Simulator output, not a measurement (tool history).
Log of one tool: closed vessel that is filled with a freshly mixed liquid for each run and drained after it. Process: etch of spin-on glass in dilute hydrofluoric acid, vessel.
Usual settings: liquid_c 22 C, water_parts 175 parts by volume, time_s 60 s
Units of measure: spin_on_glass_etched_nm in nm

run   hour  liquid_c  water_parts  time_s  wafers since the last listed run  hours since the thermometer was replaced  hours since the hydrofluoric acid flow meter was replaced  hours since the gauge calibration  read-back film thickness of the spin-on glass reference wafer, read on the same gauge (nm)  spin_on_glass_etched_nm
  1      0        22          175      60                                 0                                    2265.5                                                       1983                               85.6                                                                                       39.96                     11.7
  2   13.3        22          175      60                              1615                                    2278.8                                                     1996.3                               98.9                                                                                       40.05                    11.63
  3   38.5      23.5          245      60                              3061                                      2304                                                     2021.5                              124.1                                                                                       40.02                     8.19
  4   62.1      23.5          245      60                              2867                                    2327.6                                                     2045.1                              147.7                                                                                       39.98                     8.16
  5   97.8      23.5          245      60                              4337                                    2363.3                                                     2080.8                              183.4                                                                                          40                     8.18
  6  116.2        19          105      60                              2235                                    2381.7                                                     2099.2                              201.8                                                                                       40.02                    18.58
  7  130.3        19          105      60                              1713                                    2395.8                                                     2113.3                              215.9                                                                                          40                    18.63
  8  161.6        19          105      60                              3803                                    2427.1                                                     2144.6                              247.2                                                                                       40.03                    18.65
  9  188.5        22          175      70                              3268                                      2454                                                     2171.5                              274.1                                                                                       40.03                    13.66
 10  218.3        22          175      60                              3620                                    2483.8                                                     2201.3                              303.9                                                                                       40.02                    11.84
 11  277.1        22          240      85                              7144                                    2542.6                                                     2260.1                              362.7                                                                                          40                    11.52
     287.5  -- hydrofluoric acid flow meter replaced
 12  310.1        22          175      60                              3888                                    2575.6                                                       22.6                              395.7                                                                                       40.04                    12.82
 13  334.2        22          175      60                              2928                                    2599.7                                                       46.7                              419.8                                                                                       40.05                    12.78
 14  368.4        22          175      60                              4155                                    2633.9                                                       80.9                                454                                                                                       40.02                    12.63
 15  400.3      24.5          175      60                              3875                                    2665.8                                                      112.8                              485.9                                                                                       39.98                     14.1
 16  420.9        18          135      75                              2502                                    2686.4                                                      133.4                              506.5                                                                                       39.99                    18.46
 17    437        18          175      80                              1956                                    2702.5                                                      149.5                              522.6                                                                                       40.04                    14.57
     438.7  -- hydrofluoric acid flow meter replaced, repeated, since the last time left the tool worse
 18  452.9        24          200      60                              1810                                    2718.4                                                       14.2                              538.5                                                                                       39.98                    10.09
     464.8  -- gauge calibrated
 19  473.7        22          175      60                              2527                                    2739.2                                                         35                                8.9                                                                                       40.01                    10.96
 20  497.1        22          115      40                              2843                                    2762.6                                                       58.4                               32.3                                                                                       39.99                    11.99
 21  530.9        22          175      60                              4106                                    2796.4                                                       92.2                               66.1                                                                                       40.02                    11.02
     534.6  -- thermometer replaced
 22  564.2      17.5          175      60                              3924                                      29.6                                                      125.5                               99.4                                                                                       40.02                     9.13
 23  580.5        22          175      60                              1980                                      45.9                                                      141.8                              115.7                                                                                       39.95                    11.07
 24    599        26          250      60                              2247                                      64.4                                                      160.3                              134.2                                                                                       40.01                     8.22
 25  617.5      20.5          210      45                              2247                                      82.9                                                      178.8                              152.7                                                                                          40                     6.28
 26  634.4        22          215      40                              2053                                      99.8                                                      195.7                              169.6                                                                                       40.01                     5.66
 27  656.9      18.5          250      85                              2733                                     122.3                                                      218.2                              192.1                                                                                       40.01                     8.84
 28  674.5      26.5          175      45                              2138                                     139.9                                                      235.8                              209.7                                                                                       39.97                     9.77
 29  706.1        22          175      60                              3839                                     171.5                                                      267.4                              241.3                                                                                       39.97                    11.06
 30  723.1      26.5          175      60                              2065                                     188.5                                                      284.4                              258.3                                                                                       40.03                     13.1
 31  735.9        22          175      60                              1555                                     201.3                                                      297.2                              271.1                                                                                       40.01                    11.06

Hidden state or all else? Some run-to-run changes of spin_on_glass_etched_nm, split into what the settings, what came in and random variation would give without the hidden state, and what is left for the hidden state (with any gauge scatter that isn't in both results):
What the log doesn't record here: liquid hotter than its thermometer reads (K); hydrofluoric acid flow above the setpoint (%); gauge reads high (%).
Run 5 -> 6: liquid_c 23.5 -> 19, water_parts 245 -> 105. spin_on_glass_etched_nm +10.4 nm: hidden state +0.69, all else +9.71.
Run 8 -> 9: liquid_c 19 -> 22, water_parts 105 -> 175, time_s 60 -> 70. spin_on_glass_etched_nm -4.99 nm: hidden state -0.29, all else -4.7.
Run 11 -> 12: water_parts 240 -> 175, time_s 85 -> 60, hydrofluoric acid flow meter replaced. spin_on_glass_etched_nm +1.3 nm: hidden state +0.98, all else +0.32.
Run 17 -> 18: liquid_c 18 -> 24, water_parts 175 -> 200, time_s 80 -> 60, hydrofluoric acid flow meter replaced, repeated, since the last time left the tool worse. spin_on_glass_etched_nm -4.48 nm: hidden state -2.12, all else -2.36.
